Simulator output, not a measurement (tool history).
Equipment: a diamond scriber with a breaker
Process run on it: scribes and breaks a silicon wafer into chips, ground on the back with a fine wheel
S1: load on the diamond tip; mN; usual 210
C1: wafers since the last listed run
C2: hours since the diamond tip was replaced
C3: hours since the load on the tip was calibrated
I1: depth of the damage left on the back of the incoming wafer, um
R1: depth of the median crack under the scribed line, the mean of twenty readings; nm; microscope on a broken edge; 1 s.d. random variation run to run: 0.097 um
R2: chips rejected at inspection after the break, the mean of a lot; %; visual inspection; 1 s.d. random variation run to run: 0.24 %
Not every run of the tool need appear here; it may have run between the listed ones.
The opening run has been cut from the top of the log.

Run 2, hour 49.4: usual settings but S1 239 mN; C1 62; C2 244; C3 54.9; I1 1.72. Result: R1 8020 nm, R2 5.61 %.
Run 3, hour 90.2: usual settings; C1 51; C2 284.8; C3 95.7; I1 2.72. Result: R1 7090 nm, R2 4.75 %.
Run 4, hour 171: usual settings; C1 102; C2 365.6; C3 176.5; I1 1.97. Result: R1 6900 nm, R2 3.03 %.
At hour 248.5: diamond tip replaced by a new one.
Run 5, hour 264.7: usual settings but S1 160 mN; C1 115; C2 16.2; C3 270.2; I1 2.16. Result: R1 5420 nm, R2 20.19 %.
Run 6, hour 369.5: usual settings but S1 160 mN; C1 132; C2 121; C3 375; I1 2.4. Result: R1 5090 nm, R2 21.5 %.
Run 7, hour 444.6: usual settings but S1 160 mN; C1 94; C2 196.1; C3 450.1; I1 2.63. Result: R1 5170 nm, R2 23.75 %.
Run 8, hour 492.9: usual settings but S1 259 mN; C1 61; C2 244.4; C3 498.4; I1 2.04. Result: R1 8100 nm, R2 6.7 %.
Run 9, hour 592.7: usual settings but S1 259 mN; C1 126; C2 344.2; C3 598.2; I1 2.9. Result: R1 8040 nm, R2 7.13 %.
Run 10, hour 635.5: usual settings; C1 54; C2 387; C3 641; I1 2.15. Result: R1 6610 nm, R2 3.95 %.
Run 11, hour 739.8: usual settings; C1 131; C2 491.3; C3 745.3; I1 2.92. Result: R1 6650 nm, R2 7.89 %.
At hour 779.8: diamond tip replaced by a new one.
Run 12, hour 805.7: usual settings; C1 80; C2 25.9; C3 811.2; I1 2.05. Result: R1 6570 nm, R2 4.19 %.
Run 13, hour 842.7: usual settings but S1 230 mN; C1 46; C2 62.9; C3 848.2; I1 2.94. Result: R1 6960 nm, R2 5.63 %.
Run 14, hour 921.2: usual settings but S1 230 mN; C1 99; C2 141.4; C3 926.7; I1 1.71. Result: R1 6960 nm, R2 2.01 %.
Run 15, hour 972.1: usual settings but S1 230 mN; C1 64; C2 192.3; C3 977.6; I1 1.51. Result: R1 6880 nm, R2 2.08 %.
Run 16, hour 1062.7: usual settings but S1 247 mN; C1 114; C2 282.9; C3 1068.2; I1 1.67. Result: R1 7190 nm, R2 2.25 %.
Run 17, hour 1155.5: usual settings; C1 117; C2 375.7; C3 1161; I1 2.09. Result: R1 6340 nm, R2 6.27 %.
At hour 1199.1: load on the tip recalibrated.
Run 18, hour 1260.2: usual settings but S1 241 mN; C1 129; C2 480.4; C3 61.1; I1 2.95. Result: R1 8040 nm, R2 7.29 %.
At hour 1296.2: diamond tip replaced by a new one.
Run 19, hour 1359.7: usual settings but S1 188 mN; C1 123; C2 63.5; C3 160.6; I1 1.93. Result: R1 6210 nm, R2 5.16 %.
Run 20, hour 1440.1: usual settings but S1 170 mN; C1 101; C2 143.9; C3 241; I1 2.87. Result: R1 5800 nm, R2 17.93 %.
Run 21, hour 1480: usual settings but S1 183 mN; C1 50; C2 183.8; C3 280.9; I1 2.53. Result: R1 6130 nm, R2 9.68 %.
Run 22, hour 1540.9: usual settings but S1 166 mN; C1 76; C2 244.7; C3 341.8; I1 1.94. Result: R1 5570 nm, R2 15.17 %.
Run 23, hour 1642.1: usual settings but S1 149 mN; C1 127; C2 345.9; C3 443; I1 2.93. Result: R1 4820 nm, R2 38.9 %.
At hour 1758.7: diamond tip replaced by a new one.
Run 24, hour 1775.8: usual settings but S1 230 mN; C1 166; C2 17.1; C3 576.7; I1 1.79. Result: R1 7370 nm, R2 2.44 %.

What does the tool deliver on the next run?
Run 25, hour 1823.4: usual settings but S1 159 mN; C1 60; C2 64.7; C3 624.3; I1 2.13. Result: R1 ?, R2 ?.

R1: 5150 nm
R2: 23.17 %
If the tool had no hidden condition, the same run with the same run-to-run variation would have returned R1 5450 nm, R2 17.53 %.

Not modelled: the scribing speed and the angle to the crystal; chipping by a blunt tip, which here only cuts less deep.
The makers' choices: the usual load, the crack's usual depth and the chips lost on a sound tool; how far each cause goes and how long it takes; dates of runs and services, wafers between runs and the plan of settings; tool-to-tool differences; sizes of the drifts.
